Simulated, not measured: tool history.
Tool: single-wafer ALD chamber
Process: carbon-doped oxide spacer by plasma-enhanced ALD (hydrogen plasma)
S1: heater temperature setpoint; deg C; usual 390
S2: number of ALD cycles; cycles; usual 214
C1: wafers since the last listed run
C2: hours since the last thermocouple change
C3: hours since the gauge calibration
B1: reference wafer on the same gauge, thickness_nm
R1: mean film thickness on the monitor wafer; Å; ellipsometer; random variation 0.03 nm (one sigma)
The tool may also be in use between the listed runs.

Run 1, hour 0.0: usual settings but S2 183 cycles; C1 0; C2 2087.1; C3 222.0; B1 10.600. Result: R1 102.03 Å.
Run 2, hour 41.0: usual settings but S2 183 cycles; C1 66; C2 2128.1; C3 263.0; B1 10.599. Result: R1 101.99 Å.
Run 3, hour 145.7: usual settings; C1 170; C2 2232.8; C3 367.7; B1 10.601. Result: R1 119.33 Å.
Run 4, hour 240.6: usual settings; C1 154; C2 2327.7; C3 462.6; B1 10.602. Result: R1 118.81 Å.
Run 5, hour 298.9: usual settings; C1 95; C2 2386.0; C3 520.9; B1 10.599. Result: R1 119.25 Å.
Run 6, hour 382.9: usual settings; C1 137; C2 2470.0; C3 604.9; B1 10.598. Result: R1 119.06 Å.
Run 7, hour 490.4: usual settings but S1 382 deg C; C1 175; C2 2577.5; C3 712.4; B1 10.594. Result: R1 119.70 Å.
Run 8, hour 542.8: usual settings; C1 85; C2 2629.9; C3 764.8; B1 10.591. Result: R1 118.65 Å.
Run 9, hour 604.0: usual settings but S1 398 deg C; C1 99; C2 2691.1; C3 826.0; B1 10.602. Result: R1 119.44 Å.
Run 10, hour 676.8: usual settings but S1 382 deg C; C1 118; C2 2763.9; C3 898.8; B1 10.600. Result: R1 119.24 Å.
At hour 696.0: gauge calibrated.
At hour 732.7: thermocouple changed; heater temperature recalibrated.
Run 11, hour 748.3: usual settings but S1 378 deg C, S2 178 cycles; C1 103; C2 15.6; C3 52.3; B1 10.597. Result: R1 99.18 Å.
Run 12, hour 854.5: usual settings but S1 398 deg C; C1 173; C2 121.8; C3 158.5; B1 10.597. Result: R1 119.28 Å.
Run 13, hour 907.3: usual settings but S2 238 cycles; C1 86; C2 174.6; C3 211.3; B1 10.601. Result: R1 133.03 Å.
Run 14, hour 1014.2: usual settings but S1 381 deg C, S2 248 cycles; C1 174; C2 281.5; C3 318.2; B1 10.593. Result: R1 138.81 Å.
Run 15, hour 1104.1: usual settings but S2 197 cycles; C1 146; C2 371.4; C3 408.1; B1 10.592. Result: R1 109.90 Å.

What the log doesn't show, run by run:
wafer temperature above the value expected at the setpoint (K): 0 in every run
gauge reads high (%): 0 in every run

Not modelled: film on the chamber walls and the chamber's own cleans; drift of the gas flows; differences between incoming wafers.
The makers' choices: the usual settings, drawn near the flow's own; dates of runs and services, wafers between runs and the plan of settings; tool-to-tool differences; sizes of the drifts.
